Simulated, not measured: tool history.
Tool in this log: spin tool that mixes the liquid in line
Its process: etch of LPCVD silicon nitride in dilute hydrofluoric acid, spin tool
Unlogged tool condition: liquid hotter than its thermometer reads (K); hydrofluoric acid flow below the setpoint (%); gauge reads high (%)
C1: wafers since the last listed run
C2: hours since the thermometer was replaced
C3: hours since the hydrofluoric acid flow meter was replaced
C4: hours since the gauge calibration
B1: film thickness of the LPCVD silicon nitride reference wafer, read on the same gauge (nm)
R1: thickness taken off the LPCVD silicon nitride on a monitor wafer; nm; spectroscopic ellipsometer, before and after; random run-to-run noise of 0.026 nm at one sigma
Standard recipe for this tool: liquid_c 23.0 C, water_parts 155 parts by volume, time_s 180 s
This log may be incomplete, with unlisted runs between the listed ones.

run 1 day=0.000 | liquid_c=23.0 water_parts=155 time_s=180 | C1=0 C2=2922.8 C3=1906.0 C4=600.5 | B1=150.002 | R1=0.584
run 2 day=0.596 | liquid_c=23.0 water_parts=155 time_s=180 | C1=126 C2=2937.1 C3=1920.3 C4=614.8 | B1=150.030 | R1=0.612
run 3 day=1.246 | liquid_c=23.0 water_parts=155 time_s=180 | C1=138 C2=2952.7 C3=1935.9 C4=630.4 | B1=149.994 | R1=0.595
run 4 day=1.725 | liquid_c=23.0 water_parts=155 time_s=180 | C1=101 C2=2964.2 C3=1947.4 C4=641.9 | B1=150.019 | R1=0.598
run 5 day=2.350 | liquid_c=23.0 water_parts=155 time_s=180 | C1=132 C2=2979.2 C3=1962.4 C4=656.9 | B1=150.042 | R1=0.589
run 6 day=2.796 | liquid_c=23.0 water_parts=155 time_s=180 | C1=94 C2=2989.9 C3=1973.1 C4=667.6 | B1=150.022 | R1=0.556
run 7 day=3.167 | liquid_c=23.0 water_parts=155 time_s=180 | C1=78 C2=2998.8 C3=1982.0 C4=676.5 | B1=149.993 | R1=0.564
-- day=3.496 thermometer replaced
run 8 day=3.725 | liquid_c=23.0 water_parts=155 time_s=180 | C1=109 C2=5.5 C3=1995.4 C4=689.9 | B1=150.004 | R1=0.594
run 9 day=4.442 | liquid_c=23.0 water_parts=155 time_s=180 | C1=152 C2=22.7 C3=2012.6 C4=707.1 | B1=150.028 | R1=0.607
-- day=4.738 hydrofluoric acid flow meter replaced
run 10 day=5.117 | liquid_c=21.0 water_parts=85 time_s=140 | C1=134 C2=38.9 C3=9.1 C4=723.3 | B1=150.029 | R1=0.756
run 11 day=5.617 | liquid_c=19.0 water_parts=155 time_s=80 | C1=106 C2=50.9 C3=21.1 C4=735.3 | B1=149.977 | R1=0.211
run 12 day=6.300 | liquid_c=19.5 water_parts=155 time_s=145 | C1=145 C2=67.3 C3=37.5 C4=751.7 | B1=150.022 | R1=0.414
run 13 day=6.758 | liquid_c=23.0 water_parts=155 time_s=180 | C1=97 C2=78.3 C3=48.5 C4=762.7 | B1=149.968 | R1=0.633
run 14 day=7.058 | liquid_c=20.0 water_parts=205 time_s=285 | C1=63 C2=85.5 C3=55.7 C4=769.9 | B1=150.009 | R1=0.605
run 15 day=7.312 | liquid_c=23.0 water_parts=225 time_s=235 | C1=54 C2=91.6 C3=61.8 C4=776.0 | B1=150.009 | R1=0.551
run 16 day=7.788 | liquid_c=25.0 water_parts=115 time_s=180 | C1=101 C2=103.0 C3=73.2 C4=787.4 | B1=149.989 | R1=0.887
run 17 day=8.225 | liquid_c=23.0 water_parts=155 time_s=180 | C1=93 C2=113.5 C3=83.7 C4=797.9 | B1=150.013 | R1=0.624
-- day=8.667 gauge calibrated
run 18 day=8.933 | liquid_c=23.0 water_parts=155 time_s=240 | C1=150 C2=130.5 C3=100.7 C4=6.4 | B1=150.016 | R1=0.761
run 19 day=9.679 | liquid_c=23.0 water_parts=155 time_s=180 | C1=158 C2=148.4 C3=118.6 C4=24.3 | B1=149.991 | R1=0.569
run 20 day=10.233 | liquid_c=23.0 water_parts=155 time_s=180 | C1=117 C2=161.7 C3=131.9 C4=37.6 | B1=149.965 | R1=0.612
run 21 day=10.529 | liquid_c=23.0 water_parts=155 time_s=180 | C1=62 C2=168.8 C3=139.0 C4=44.7 | B1=150.025 | R1=0.569
run 22 day=11.133 | liquid_c=25.5 water_parts=135 time_s=220 | C1=128 C2=183.3 C3=153.5 C4=59.2 | B1=149.974 | R1=0.960
run 23 day=11.638 | liquid_c=23.0 water_parts=200 time_s=255 | C1=107 C2=195.4 C3=165.6 C4=71.3 | B1=150.008 | R1=0.663
run 24 day=12.333 | liquid_c=21.5 water_parts=175 time_s=290 | C1=147 C2=212.1 C3=182.3 C4=88.0 | B1=150.021 | R1=0.782
run 25 day=12.925 | liquid_c=23.0 water_parts=155 time_s=180 | C1=125 C2=226.3 C3=196.5 C4=102.2 | B1=149.956 | R1=0.615
run 26 day=13.512 | liquid_c=23.0 water_parts=155 time_s=75 | C1=124 C2=240.4 C3=210.6 C4=116.3 | B1=150.025 | R1=0.247
run 27 day=13.775 | liquid_c=26.5 water_parts=155 time_s=180 | C1=55 C2=246.7 C3=216.9 C4=122.6 | B1=150.014 | R1=0.755
run 28 day=14.233 | liquid_c=23.0 water_parts=195 time_s=180 | C1=97 C2=257.7 C3=227.9 C4=133.6 | B1=150.050 | R1=0.469
run 29 day=14.833 | liquid_c=23.0 water_parts=220 time_s=180 | C1=127 C2=272.1 C3=242.3 C4=148.0 | B1=149.988 | R1=0.392
run 30 day=15.325 | liquid_c=18.5 water_parts=225 time_s=275 | C1=104 C2=283.9 C3=254.1 C4=159.8 | B1=150.001 | R1=0.457
run 31 day=15.904 | liquid_c=23.0 water_parts=210 time_s=180 | C1=123 C2=297.8 C3=268.0 C4=173.7 | B1=150.023 | R1=0.438
run 32 day=16.412 | liquid_c=20.5 water_parts=200 time_s=225 | C1=108 C2=310.0 C3=280.2 C4=185.9 | B1=149.992 | R1=0.481
run 33 day=18.325 | liquid_c=23.0 water_parts=155 time_s=180 | C1=406 C2=355.9 C3=326.1 C4=231.8 | B1=150.012 | R1=0.662

Alternative continuations, all from the tool just after run 33; predict every row:
run A day=18.346 | liquid_c=23.0 water_parts=155 time_s=285 | C1=4 C2=356.4 C3=326.6 C4=232.3 | B1=? | R1=?
run B day=18.346 | liquid_c=18.5 water_parts=135 time_s=125 | C1=4 C2=356.4 C3=326.6 C4=232.3 | B1=? | R1=?
run C day=18.346 | liquid_c=19.0 water_parts=155 time_s=280 | C1=4 C2=356.4 C3=326.6 C4=232.3 | B1=? | R1=?

run=A B1=150.014 R1=0.954
run=B B1=150.014 R1=0.355
run=C B1=150.014 R1=0.719
Take away the tool's hidden state, keep each run's random variation, and the runs would have read:
run=A R1=0.954
run=B R1=0.355
run=C R1=0.719
